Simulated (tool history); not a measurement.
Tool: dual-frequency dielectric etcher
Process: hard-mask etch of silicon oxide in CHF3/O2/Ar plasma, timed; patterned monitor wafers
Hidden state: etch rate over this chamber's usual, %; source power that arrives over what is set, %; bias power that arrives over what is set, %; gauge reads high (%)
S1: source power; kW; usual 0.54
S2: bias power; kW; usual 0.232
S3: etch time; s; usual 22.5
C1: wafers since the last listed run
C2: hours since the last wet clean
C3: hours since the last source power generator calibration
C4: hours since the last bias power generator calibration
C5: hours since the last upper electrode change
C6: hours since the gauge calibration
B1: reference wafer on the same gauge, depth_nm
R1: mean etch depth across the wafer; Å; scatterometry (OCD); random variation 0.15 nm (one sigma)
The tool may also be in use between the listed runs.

run 1 hour=0 | S1=0.54 S2=0.232 S3=22.5 | C1=0 C2=192.7 C3=3208.2 C4=3783.5 C5=2483.1 C6=239.3 | B1=53.61 | R1=476.9
run 2 hour=7.9 | S1=0.54 S2=0.232 S3=22.5 | C1=101 C2=200.6 C3=3216.1 C4=3791.4 C5=2491 C6=247.2 | B1=53.61 | R1=478.8
run 3 hour=20.9 | S1=0.54 S2=0.232 S3=22.5 | C1=167 C2=213.6 C3=3229.1 C4=3804.4 C5=2504 C6=260.2 | B1=53.6 | R1=477.7
run 4 hour=30.1 | S1=0.54 S2=0.232 S3=22.5 | C1=118 C2=222.8 C3=3238.3 C4=3813.6 C5=2513.2 C6=269.4 | B1=53.62 | R1=480.1
run 5 hour=41 | S1=0.54 S2=0.232 S3=22.5 | C1=140 C2=233.7 C3=3249.2 C4=3824.5 C5=2524.1 C6=280.3 | B1=53.57 | R1=475.8
run 6 hour=58.8 | S1=0.54 S2=0.232 S3=22.5 | C1=228 C2=251.5 C3=3267 C4=3842.3 C5=2541.9 C6=298.1 | B1=53.58 | R1=482.7
run 7 hour=103 | S1=0.54 S2=0.232 S3=22.5 | C1=568 C2=295.7 C3=3311.2 C4=3886.5 C5=2586.1 C6=342.3 | B1=53.55 | R1=485.4
run 8 hour=118.6 | S1=0.47 S2=0.232 S3=22.5 | C1=200 C2=311.3 C3=3326.8 C4=3902.1 C5=2601.7 C6=357.9 | B1=53.62 | R1=462.7
run 9 hour=127.9 | S1=0.47 S2=0.232 S3=22.5 | C1=119 C2=320.6 C3=3336.1 C4=3911.4 C5=2611 C6=367.2 | B1=53.6 | R1=459.9
-- hour=147.2 gauge calibrated
-- hour=160.8 source power generator calibrated
run 10 hour=181.4 | S1=0.47 S2=0.232 S3=22.5 | C1=636 C2=374.1 C3=20.6 C4=3964.9 C5=2664.5 C6=34.2 | B1=53.62 | R1=467.3
-- hour=209 wet clean of the chamber
run 11 hour=209.5 | S1=0.54 S2=0.247 S3=22.5 | C1=52 C2=0.5 C3=48.7 C4=3993 C5=2692.6 C6=62.3 | B1=53.6 | R1=485.4
run 12 hour=209.8 | S1=0.44 S2=0.211 S3=22.5 | C1=3 C2=0.8 C3=49 C4=3993.3 C5=2692.9 C6=62.6 | B1=53.61 | R1=429.4
run 13 hour=211.5 | S1=0.6 S2=0.186 S3=16.5 | C1=21 C2=2.5 C3=50.7 C4=3995 C5=2694.6 C6=64.3 | B1=53.6 | R1=338.3
-- hour=237.2 upper electrode replaced, of another model than before
run 14 hour=248.7 | S1=0.45 S2=0.195 S3=19 | C1=169 C2=39.7 C3=87.9 C4=4032.2 C5=11.5 C6=101.5 | B1=53.63 | R1=332
-- hour=262.6 bias power generator calibrated
run 15 hour=265.6 | S1=0.54 S2=0.232 S3=22.5 | C1=165 C2=56.6 C3=104.8 C4=3 C5=28.4 C6=118.4 | B1=53.61 | R1=476.4
run 16 hour=280.2 | S1=0.54 S2=0.232 S3=22.5 | C1=187 C2=71.2 C3=119.4 C4=17.6 C5=43 C6=133 | B1=53.61 | R1=479.4
run 17 hour=291.2 | S1=0.43 S2=0.216 S3=22.5 | C1=141 C2=82.2 C3=130.4 C4=28.6 C5=54 C6=144 | B1=53.62 | R1=398.3
run 18 hour=306.8 | S1=0.61 S2=0.232 S3=20 | C1=200 C2=97.8 C3=146 C4=44.2 C5=69.6 C6=159.6 | B1=53.61 | R1=461.3
run 19 hour=324.1 | S1=0.54 S2=0.232 S3=22.5 | C1=222 C2=115.1 C3=163.3 C4=61.5 C5=86.9 C6=176.9 | B1=53.59 | R1=479.9
run 20 hour=331.3 | S1=0.54 S2=0.232 S3=22.5 | C1=92 C2=122.3 C3=170.5 C4=68.7 C5=94.1 C6=184.1 | B1=53.61 | R1=479.9
run 21 hour=347.2 | S1=0.54 S2=0.267 S3=22.5 | C1=204 C2=138.2 C3=186.4 C4=84.6 C5=110 C6=200 | B1=53.62 | R1=511.9
run 22 hour=356.2 | S1=0.5 S2=0.266 S3=26 | C1=115 C2=147.2 C3=195.4 C4=93.6 C5=119 C6=209 | B1=53.6 | R1=564.7

Hidden state or all else? Some run-to-run changes of R1, split into what the settings, what came in and random variation would give without the hidden state, and what is left for the hidden state (with any gauge scatter that isn't in both results):
Run 9 -> 10: gauge calibrated, source power generator calibrated. R1 +7.4 Å: hidden state +2.8, all else +4.6.
Run 10 -> 11: S1 0.47 -> 0.54, S2 0.232 -> 0.247, wet clean of the chamber. R1 +18.1 Å: hidden state -10.9, all else +29.
Run 12 -> 13: S1 0.44 -> 0.6, S2 0.211 -> 0.186, S3 22.5 -> 16.5. R1 -91.1 Å: hidden state -0.8, all else -90.3.
Run 14 -> 15: S1 0.45 -> 0.54, S2 0.195 -> 0.232, S3 19 -> 22.5, bias power generator calibrated. R1 +144.4 Å: hidden state +2.8, all else +141.6.

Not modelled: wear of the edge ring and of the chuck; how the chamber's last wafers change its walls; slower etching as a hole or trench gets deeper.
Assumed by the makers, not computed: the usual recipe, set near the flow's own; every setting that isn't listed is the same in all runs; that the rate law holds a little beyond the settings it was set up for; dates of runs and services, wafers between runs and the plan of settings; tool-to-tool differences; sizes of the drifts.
